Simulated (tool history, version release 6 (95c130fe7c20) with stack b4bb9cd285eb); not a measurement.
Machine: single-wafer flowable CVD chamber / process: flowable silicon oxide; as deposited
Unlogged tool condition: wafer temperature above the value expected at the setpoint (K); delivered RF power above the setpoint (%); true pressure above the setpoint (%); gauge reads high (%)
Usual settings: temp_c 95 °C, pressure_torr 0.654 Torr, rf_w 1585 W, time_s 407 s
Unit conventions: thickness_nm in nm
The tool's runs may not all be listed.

run   hour  temp_c  pressure_torr  rf_w  time_s  wafers since the last listed run  hours since the last thermocouple change  hours since the last RF generator calibration  hours since the last manometer calibration  hours since the showerhead was replaced  hours since the gauge calibration  read-back reference wafer on the same gauge, thickness_nm  thickness_nm
  1      0      95          0.654  1585     407                                 0                                    2515.5                                         1500.2                                        1932                                   3381.3                              147.6                                                    199.888         185.4
  2   13.1      95          0.654  1585     407                                60                                    2528.6                                         1513.3                                      1945.1                                   3394.4                              160.7                                                    200.083       186.066
  3   29.5      95          0.739  1585     407                                76                                      2545                                         1529.7                                      1961.5                                   3410.8                              177.1                                                    199.827       210.734
  4   42.4      95          0.654  1585     389                                60                                    2557.9                                         1542.6                                      1974.4                                   3423.7                                190                                                     199.96       177.798
      50.9  -- gauge calibrated
  5   51.7      95          0.654  1585     389                                43                                    2567.2                                         1551.9                                      1983.7                                     3433                                0.8                                                    200.011       176.963
  6   58.7      95          0.654  1585     389                                32                                    2574.2                                         1558.9                                      1990.7                                     3440                                7.8                                                    199.849       177.699
      75.7  -- thermocouple changed; heater temperature recalibrated
      76.6  -- RF generator calibrated
      80.1  -- capacitance manometer re-zeroed and calibrated
  7   80.6      95          0.765  1585     407                                44                                       4.9                                              4                                         0.5                                   3461.9                               29.7                                                    199.987       238.607
  8   91.1      87          0.654  1585     384                                48                                      15.4                                           14.5                                          11                                   3472.4                               40.2                                                    199.931       241.517
  9   99.5      95          0.654  1585     389                                39                                      23.8                                           22.9                                        19.4                                   3480.8                               48.6                                                    200.021       194.244
     112.1  -- showerhead replaced, of another model than before
 10  116.4      95          0.654  1585     407                                41                                      40.7                                           39.8                                        36.3                                      4.3                               65.5                                                    199.923        203.33
 11  124.6      95            0.6  1585     407                                38                                      48.9                                             48                                        44.5                                     12.5                               73.7                                                    200.136       190.434
 12    137      89          0.654  1705     407                                57                                      61.3                                           60.4                                        56.9                                     24.9                               86.1                                                    199.873       250.247
 13    144      89          0.498  1865     356                                32                                      68.3                                           67.4                                        63.9                                     31.9                               93.1                                                    200.012       186.815
 14  156.7     107          0.517  1355     481                                59                                        81                                           80.1                                        76.6                                     44.6                              105.8                                                     200.01       125.978
 15  164.3      95          0.654  1585     407                                35                                      88.6                                           87.7                                        84.2                                     52.2                              113.4                                                    200.101       202.116

Here are 5 independent what-if runs from the current tool condition. What would each one return?
  A  164.8      95          0.654  1430     407                                 2                                      89.1                                           88.2                                        84.7                                     52.7                              113.9                                                          ?             ?
  B  164.8      95          0.741  1585     407                                 2                                      89.1                                           88.2                                        84.7                                     52.7                              113.9                                                          ?             ?
  C  164.8      95          0.721  1790     474                                 2                                      89.1                                           88.2                                        84.7                                     52.7                              113.9                                                          ?             ?
  D  164.8      84          0.538  1585     407                                 2                                      89.1                                           88.2                                        84.7                                     52.7                              113.9                                                          ?             ?
  E  164.8      83          0.654  1585     470                                 2                                      89.1                                           88.2                                        84.7                                     52.7                              113.9                                                          ?             ?

run  read-back reference wafer on the same gauge, thickness_nm  thickness_nm
  A                                                     200.25       188.284
  B                                                     200.25        222.28
  C                                                     200.25       268.124
  D                                                     200.25       238.771
  E                                                     200.25       325.531
Stripped of hidden state, with their random variation kept, the same runs would have yielded:
run  thickness_nm
  A       188.586
  B       222.637
  C       268.554
  D       239.168
  E       326.054
